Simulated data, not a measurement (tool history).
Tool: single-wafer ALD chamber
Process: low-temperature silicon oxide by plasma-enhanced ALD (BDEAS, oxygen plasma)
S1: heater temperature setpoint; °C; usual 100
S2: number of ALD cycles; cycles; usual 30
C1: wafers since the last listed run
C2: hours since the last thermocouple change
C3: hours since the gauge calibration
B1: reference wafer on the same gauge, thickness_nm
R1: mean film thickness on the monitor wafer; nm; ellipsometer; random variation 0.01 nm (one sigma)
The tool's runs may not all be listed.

run 1 hour=0.0 | S1=100 S2=35 | C1=0 C2=2901.6 C3=436.3 | B1=4.562 | R1=4.878
run 2 hour=26.0 | S1=100 S2=30 | C1=174 C2=2927.6 C3=462.3 | B1=4.559 | R1=4.176
run 3 hour=60.4 | S1=100 S2=30 | C1=231 C2=2962.0 C3=496.7 | B1=4.560 | R1=4.179
run 4 hour=128.0 | S1=100 S2=30 | C1=454 C2=3029.6 C3=564.3 | B1=4.560 | R1=4.179
run 5 hour=169.8 | S1=100 S2=30 | C1=280 C2=3071.4 C3=606.1 | B1=4.561 | R1=4.170
run 6 hour=252.1 | S1=100 S2=30 | C1=552 C2=3153.7 C3=688.4 | B1=4.560 | R1=4.170
-- hour=261.8 thermocouple changed; heater temperature recalibrated
run 7 hour=276.6 | S1=94 S2=30 | C1=110 C2=14.8 C3=712.9 | B1=4.563 | R1=4.284
run 8 hour=314.0 | S1=94 S2=30 | C1=251 C2=52.2 C3=750.3 | B1=4.559 | R1=4.277
run 9 hour=362.2 | S1=100 S2=30 | C1=323 C2=100.4 C3=798.5 | B1=4.560 | R1=4.169
run 10 hour=427.0 | S1=111 S2=30 | C1=435 C2=165.2 C3=863.3 | B1=4.560 | R1=4.091

The next listed run, before its measurement:
-- hour=462.2 gauge calibrated
run 11 hour=467.5 | S1=100 S2=30 | C1=272 C2=205.7 C3=5.3 | B1=? | R1=?

{"run 11": {"B1": 4.557, "R1": 4.206}}
Without the tool's hidden state the same run would have given R1 4.206 nm.
